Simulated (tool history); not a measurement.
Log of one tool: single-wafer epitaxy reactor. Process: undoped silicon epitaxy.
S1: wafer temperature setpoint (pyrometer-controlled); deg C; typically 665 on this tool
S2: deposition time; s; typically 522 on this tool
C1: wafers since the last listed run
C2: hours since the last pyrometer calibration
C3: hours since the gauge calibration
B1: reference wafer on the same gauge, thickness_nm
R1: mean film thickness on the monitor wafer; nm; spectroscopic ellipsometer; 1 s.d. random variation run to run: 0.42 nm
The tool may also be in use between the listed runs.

run 1 hour=0 | S1=665 S2=522 | C1=0 C2=1842.3 C3=129.5 | B1=134.992 | R1=122.537
run 2 hour=14 | S1=665 S2=522 | C1=67 C2=1856.3 C3=143.5 | B1=135.126 | R1=122.649
-- hour=17.3 gauge calibrated
run 3 hour=27.7 | S1=665 S2=522 | C1=65 C2=1870 C3=10.4 | B1=135.024 | R1=122.563
run 4 hour=36.8 | S1=654 S2=477 | C1=43 C2=1879.1 C3=19.5 | B1=134.925 | R1=90.233
run 5 hour=53 | S1=665 S2=522 | C1=77 C2=1895.3 C3=35.7 | B1=134.843 | R1=123.034
run 6 hour=69.7 | S1=665 S2=522 | C1=80 C2=1912 C3=52.4 | B1=135.14 | R1=123.33
run 7 hour=98.8 | S1=665 S2=599 | C1=139 C2=1941.1 C3=81.5 | B1=134.994 | R1=141.24
run 8 hour=110.7 | S1=657 S2=522 | C1=57 C2=1953 C3=93.4 | B1=135.054 | R1=105.537
run 9 hour=123.4 | S1=657 S2=522 | C1=60 C2=1965.7 C3=106.1 | B1=135.046 | R1=105.261
run 10 hour=138.5 | S1=655 S2=481 | C1=72 C2=1980.8 C3=121.2 | B1=134.971 | R1=92.836
run 11 hour=147.6 | S1=654 S2=477 | C1=43 C2=1989.9 C3=130.3 | B1=135.048 | R1=91.099
run 12 hour=164.9 | S1=679 S2=486 | C1=82 C2=2007.2 C3=147.6 | B1=135.267 | R1=147.545
-- hour=172.7 gauge calibrated
run 13 hour=181.3 | S1=672 S2=522 | C1=78 C2=2023.6 C3=8.6 | B1=135.103 | R1=138.429
run 14 hour=197.2 | S1=673 S2=452 | C1=76 C2=2039.5 C3=24.5 | B1=135.116 | R1=122.749
-- hour=215.3 pyrometer calibrated
run 15 hour=215.8 | S1=679 S2=486 | C1=50 C2=0.5 C3=43.1 | B1=135.153 | R1=164.766
run 16 hour=226 | S1=659 S2=495 | C1=48 C2=10.7 C3=53.3 | B1=134.888 | R1=115.952
run 17 hour=242.6 | S1=657 S2=621 | C1=79 C2=27.3 C3=69.9 | B1=134.866 | R1=139.599
run 18 hour=255.8 | S1=665 S2=522 | C1=63 C2=40.5 C3=83.1 | B1=134.905 | R1=135.976
run 19 hour=263.5 | S1=679 S2=522 | C1=36 C2=48.2 C3=90.8 | B1=135.161 | R1=175.265
run 20 hour=271.9 | S1=656 S2=592 | C1=40 C2=56.6 C3=99.2 | B1=135.028 | R1=130.03

Alternative continuations, all from the tool just after run 20; predict every row:
run A hour=272.4 | S1=665 S2=522 | C1=2 C2=57.1 C3=99.7 | B1=? | R1=?
run B hour=272.4 | S1=674 S2=624 | C1=2 C2=57.1 C3=99.7 | B1=? | R1=?
run C hour=272.4 | S1=669 S2=565 | C1=2 C2=57.1 C3=99.7 | B1=? | R1=?

run=A B1=134.995 R1=135.624
run=B B1=134.995 R1=191.366
run=C B1=134.995 R1=158.078
Take away the tool's hidden state, keep each run's random variation, and the runs would have read:
run=A R1=136.669
run=B R1=192.815
run=C R1=159.286

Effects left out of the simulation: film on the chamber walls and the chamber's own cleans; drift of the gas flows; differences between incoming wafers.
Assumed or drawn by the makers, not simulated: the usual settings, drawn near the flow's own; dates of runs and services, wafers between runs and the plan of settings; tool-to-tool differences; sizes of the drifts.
